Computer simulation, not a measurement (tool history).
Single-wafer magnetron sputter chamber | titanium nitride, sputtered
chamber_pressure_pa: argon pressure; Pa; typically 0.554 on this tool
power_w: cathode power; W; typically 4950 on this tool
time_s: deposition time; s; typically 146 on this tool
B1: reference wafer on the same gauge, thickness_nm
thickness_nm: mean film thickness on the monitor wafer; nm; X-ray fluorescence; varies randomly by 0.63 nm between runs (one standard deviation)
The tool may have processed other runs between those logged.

run 1 day=0 | chamber_pressure_pa=0.554 power_w=4950 time_s=157 | B1=140.206 | thickness_nm=143.269
run 2 day=0.942 | chamber_pressure_pa=0.465 power_w=5350 time_s=146 | B1=139.509 | thickness_nm=146.51
run 3 day=2.383 | chamber_pressure_pa=0.465 power_w=5350 time_s=146 | B1=139.996 | thickness_nm=146.604
run 4 day=3.767 | chamber_pressure_pa=0.554 power_w=5250 time_s=146 | B1=140.321 | thickness_nm=140.781
run 5 day=5.058 | chamber_pressure_pa=0.435 power_w=4950 time_s=146 | B1=140.326 | thickness_nm=140.499
run 6 day=6.104 | chamber_pressure_pa=0.435 power_w=4950 time_s=146 | B1=139.855 | thickness_nm=140.896
run 7 day=8.171 | chamber_pressure_pa=0.723 power_w=5500 time_s=146 | B1=139.841 | thickness_nm=131.309
run 8 day=9.596 | chamber_pressure_pa=0.723 power_w=5500 time_s=146 | B1=140.247 | thickness_nm=131.456
run 9 day=10.675 | chamber_pressure_pa=0.723 power_w=5500 time_s=146 | B1=139.963 | thickness_nm=130.942
run 10 day=11.279 | chamber_pressure_pa=0.554 power_w=4950 time_s=146 | B1=139.798 | thickness_nm=131.305
run 11 day=12.029 | chamber_pressure_pa=0.554 power_w=4650 time_s=146 | B1=139.983 | thickness_nm=125.151
run 12 day=13.262 | chamber_pressure_pa=0.554 power_w=4650 time_s=146 | B1=139.878 | thickness_nm=124.746
run 13 day=14.575 | chamber_pressure_pa=0.554 power_w=4950 time_s=146 | B1=140.262 | thickness_nm=131.106
run 14 day=16.771 | chamber_pressure_pa=0.554 power_w=4950 time_s=146 | B1=140.178 | thickness_nm=131.569
run 15 day=17.762 | chamber_pressure_pa=0.554 power_w=4950 time_s=146 | B1=139.912 | thickness_nm=131.078
run 16 day=19.221 | chamber_pressure_pa=0.746 power_w=4950 time_s=164 | B1=139.944 | thickness_nm=135.657
run 17 day=19.942 | chamber_pressure_pa=0.554 power_w=4950 time_s=146 | B1=139.872 | thickness_nm=130.092
run 18 day=20.904 | chamber_pressure_pa=0.414 power_w=4950 time_s=146 | B1=139.571 | thickness_nm=138.961
run 19 day=22.342 | chamber_pressure_pa=0.554 power_w=4950 time_s=146 | B1=139.907 | thickness_nm=131.958
run 20 day=22.867 | chamber_pressure_pa=0.445 power_w=3800 time_s=122 | B1=139.755 | thickness_nm=95.763
run 21 day=27.167 | chamber_pressure_pa=0.554 power_w=4950 time_s=146 | B1=140.155 | thickness_nm=131.24
run 22 day=28.279 | chamber_pressure_pa=0.554 power_w=5600 time_s=146 | B1=139.933 | thickness_nm=142.622
run 23 day=29.292 | chamber_pressure_pa=0.554 power_w=4450 time_s=146 | B1=140.006 | thickness_nm=122.655
run 24 day=30.267 | chamber_pressure_pa=0.697 power_w=5600 time_s=155 | B1=140.286 | thickness_nm=142.848
run 25 day=30.854 | chamber_pressure_pa=0.554 power_w=4950 time_s=157 | B1=140.047 | thickness_nm=142.085
run 26 day=31.679 | chamber_pressure_pa=0.477 power_w=4950 time_s=173 | B1=139.737 | thickness_nm=160.765
run 27 day=33.162 | chamber_pressure_pa=0.456 power_w=5300 time_s=164 | B1=140.014 | thickness_nm=161.63
run 28 day=34.658 | chamber_pressure_pa=0.497 power_w=4150 time_s=146 | B1=139.946 | thickness_nm=118.345
run 29 day=36.512 | chamber_pressure_pa=0.554 power_w=4150 time_s=146 | B1=139.637 | thickness_nm=117.118
run 30 day=37.875 | chamber_pressure_pa=0.656 power_w=6100 time_s=146 | B1=139.797 | thickness_nm=146.762
run 31 day=38.412 | chamber_pressure_pa=0.554 power_w=4950 time_s=166 | B1=140.156 | thickness_nm=149.545
run 32 day=39.246 | chamber_pressure_pa=0.554 power_w=5300 time_s=160 | B1=139.911 | thickness_nm=151.985
run 33 day=40.346 | chamber_pressure_pa=0.633 power_w=4950 time_s=155 | B1=140.08 | thickness_nm=134.547
run 34 day=41.175 | chamber_pressure_pa=0.358 power_w=4100 time_s=164 | B1=140.069 | thickness_nm=142.69
run 35 day=42.542 | chamber_pressure_pa=0.669 power_w=5950 time_s=146 | B1=139.904 | thickness_nm=143.484

Not shown: 4 entries that the log had between the listed runs. Between which runs, and how does the tool's hidden state differ before and after?
Runs 6 to 7: gauge calibrated (day 8.075); capacitance manometer re-zeroed and calibrated (day 8.15)
  true argon pressure above the setpoint (%): -14.9 -> -2.21
  the result without the hidden state subtracted from the measured one, thickness_nm: +3.854 -> +0.958 nm
Runs 7 to 8: magnet pack replaced (day 9.575)
  true argon pressure above the setpoint (%): -2.21 -> -2.22
  the result without the hidden state subtracted from the measured one, thickness_nm: +0.958 -> +0.962 nm
Runs 25 to 26: sputter target and shields replaced (day 31.188)
  true argon pressure above the setpoint (%): -3.88 -> -4
  the result without the hidden state subtracted from the measured one, thickness_nm: +1.357 -> +1.33 nm
